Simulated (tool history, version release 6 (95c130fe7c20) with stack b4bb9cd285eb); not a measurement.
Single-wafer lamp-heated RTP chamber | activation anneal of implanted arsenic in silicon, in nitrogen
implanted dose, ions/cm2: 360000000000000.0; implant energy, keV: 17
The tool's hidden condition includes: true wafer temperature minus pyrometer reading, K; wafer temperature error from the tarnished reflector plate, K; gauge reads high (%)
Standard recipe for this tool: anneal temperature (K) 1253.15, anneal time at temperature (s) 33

run	hour	anneal temperature (K)	anneal time at temperature (s)	wafers since the last listed run	wafers since the last pyrometer calibration	wafers since the reflector plate was cleaned	hours since the gauge calibration	read-back reference wafer on the same gauge, sheet resistance	sheet resistance of the implanted and annealed layer (ohm/square)
1	0	1253.15	33	0	3177	767	1185	311.89	269.87
2	94.7	1253.15	33	1921	5098	2688	1279.7	311.96	269.93
3	175.7	1253.15	33	1643	6741	4331	1360.7	312.09	269.23
# hour 217.2: pyrometer window cleaned and pyrometer calibrated
# hour 227.8: reflector plate cleaned
4	270.4	1253.15	33	1596	917	864	1455.4	312.09	269.78
5	335	1273.15	33	1310	2227	2175	1520	312.08	267.12
6	411.7	1273.15	33	1555	3783	3731	1596.7	312.03	266.4
# hour 475.2: gauge calibrated
7	505.8	1253.15	33	1908	5692	5640	30.6	312.07	269.89
# hour 517.7: reflector plate cleaned
# hour 583: pyrometer window cleaned and pyrometer calibrated
8	583.4	1266.15	33	1249	8	1171	108.2	311.95	268.88
9	657.8	1253.15	33	1509	1517	2680	182.6	312.07	269.89
10	696.4	1226.15	33	783	2300	3463	221.2	312.01	272.3
11	790.2	1267.15	19	1902	4203	5366	315	312.01	270.49
# hour 836.8: reflector plate cleaned
12	852.8	1239.15	33	1107	5311	324	377.6	311.91	271.35
# hour 927.1: pyrometer window cleaned and pyrometer calibrated
13	930.7	1273.15	33	1417	73	1742	455.5	311.9	268.69
14	1010.1	1253.15	33	1610	1684	3352	534.9	312.01	270.34
15	1054.6	1279.15	20	902	2586	4255	579.4	312.07	269.29
# hour 1106.4: reflector plate cleaned
16	1138.4	1231.15	16	1537	4124	649	663.2	312.09	275.16
17	1227.4	1253.15	33	1805	5929	2454	752.2	311.89	270.11
# hour 1240.4: pyrometer window cleaned and pyrometer calibrated
18	1303.6	1241.15	33	1383	1281	3838	828.4	311.89	271.78
19	1388.7	1253.15	33	1726	3007	5564	913.5	312.09	269.85

Branching from run 19: 4 alternative next runs. What would each branch give?
A	1389.1	1253.15	33	8	3015	5572	913.9	?	?
B	1389.1	1279.15	17	8	3015	5572	913.9	?	?
C	1389.1	1235.15	33	8	3015	5572	913.9	?	?
D	1389.1	1268.15	14	8	3015	5572	913.9	?	?

run	read-back reference wafer on the same gauge, sheet resistance	sheet resistance of the implanted and annealed layer (ohm/square)
A	311.88	269.8
B	311.88	270.31
C	311.88	271.7
D	311.88	272.5
With the hidden condition removed and each run's random variation left untouched, the same runs would have given:
run	sheet resistance of the implanted and annealed layer (ohm/square)
A	270.93
B	271.44
C	272.49
D	273.37

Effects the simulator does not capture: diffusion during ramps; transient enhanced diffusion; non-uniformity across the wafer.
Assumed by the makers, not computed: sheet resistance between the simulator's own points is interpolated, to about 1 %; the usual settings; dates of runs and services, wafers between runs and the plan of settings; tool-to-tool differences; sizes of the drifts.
